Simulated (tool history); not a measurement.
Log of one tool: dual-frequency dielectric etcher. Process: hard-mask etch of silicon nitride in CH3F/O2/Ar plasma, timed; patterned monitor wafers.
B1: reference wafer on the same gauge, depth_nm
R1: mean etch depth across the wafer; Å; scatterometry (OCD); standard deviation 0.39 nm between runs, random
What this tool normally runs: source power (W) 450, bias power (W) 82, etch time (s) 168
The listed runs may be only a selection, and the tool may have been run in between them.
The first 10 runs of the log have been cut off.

run 11 day=23.342 | source_power_(W)=410 bias_power_(W)=95 etch_time_(s)=168 | B1=104 | R1=1220
run 12 day=27.912 | source_power_(W)=410 bias_power_(W)=77 etch_time_(s)=144 | B1=104 | R1=977
run 13 day=30.333 | source_power_(W)=350 bias_power_(W)=82 etch_time_(s)=168 | B1=104 | R1=1094
-- day=35.992 wet clean of the chamber
run 14 day=36.012 | source_power_(W)=360 bias_power_(W)=100 etch_time_(s)=124 | B1=103.9 | R1=868
run 15 day=37.958 | source_power_(W)=420 bias_power_(W)=82 etch_time_(s)=168 | B1=104 | R1=1175
run 16 day=39.712 | source_power_(W)=530 bias_power_(W)=69 etch_time_(s)=212 | B1=104.1 | R1=1547
run 17 day=41.188 | source_power_(W)=450 bias_power_(W)=82 etch_time_(s)=168 | B1=104.1 | R1=1213
run 18 day=43.2 | source_power_(W)=390 bias_power_(W)=82 etch_time_(s)=136 | B1=103.9 | R1=923
run 19 day=44.412 | source_power_(W)=450 bias_power_(W)=73 etch_time_(s)=168 | B1=104 | R1=1158
run 20 day=47.379 | source_power_(W)=450 bias_power_(W)=68 etch_time_(s)=146.5 | B1=104 | R1=991
-- day=47.575 source power generator calibrated
-- day=48.408 upper electrode replaced
run 21 day=48.862 | source_power_(W)=340 bias_power_(W)=65 etch_time_(s)=137 | B1=103.9 | R1=829
run 22 day=50.575 | source_power_(W)=510 bias_power_(W)=63 etch_time_(s)=206 | B1=104 | R1=1470
run 23 day=53.133 | source_power_(W)=530 bias_power_(W)=65 etch_time_(s)=131.5 | B1=104 | R1=965
-- day=56.017 wet clean of the chamber
run 24 day=56.038 | source_power_(W)=480 bias_power_(W)=64 etch_time_(s)=168 | B1=104 | R1=1174
run 25 day=57.217 | source_power_(W)=510 bias_power_(W)=96 etch_time_(s)=204 | B1=104 | R1=1665
run 26 day=58.654 | source_power_(W)=370 bias_power_(W)=82 etch_time_(s)=168 | B1=104.1 | R1=1133
run 27 day=67.35 | source_power_(W)=450 bias_power_(W)=67 etch_time_(s)=210.5 | B1=104 | R1=1444
run 28 day=69.646 | source_power_(W)=450 bias_power_(W)=82 etch_time_(s)=130 | B1=103.9 | R1=955
-- day=70.7 gauge calibrated
run 29 day=71.962 | source_power_(W)=450 bias_power_(W)=82 etch_time_(s)=168 | B1=104 | R1=1231
run 30 day=74.029 | source_power_(W)=450 bias_power_(W)=82 etch_time_(s)=168 | B1=103.9 | R1=1239

Here are 3 independent what-if runs from the current tool condition. What would each one return?
run A day=74.05 | source_power_(W)=450 bias_power_(W)=82 etch_time_(s)=168 | B1=? | R1=?
run B day=74.05 | source_power_(W)=540 bias_power_(W)=82 etch_time_(s)=168 | B1=? | R1=?
run C day=74.05 | source_power_(W)=400 bias_power_(W)=82 etch_time_(s)=168 | B1=? | R1=?

run=A B1=104 R1=1230
run=B B1=104 R1=1327
run=C B1=104 R1=1171
Without the tool's hidden state the same runs would have given:
run=A R1=1234
run=B R1=1331
run=C R1=1175
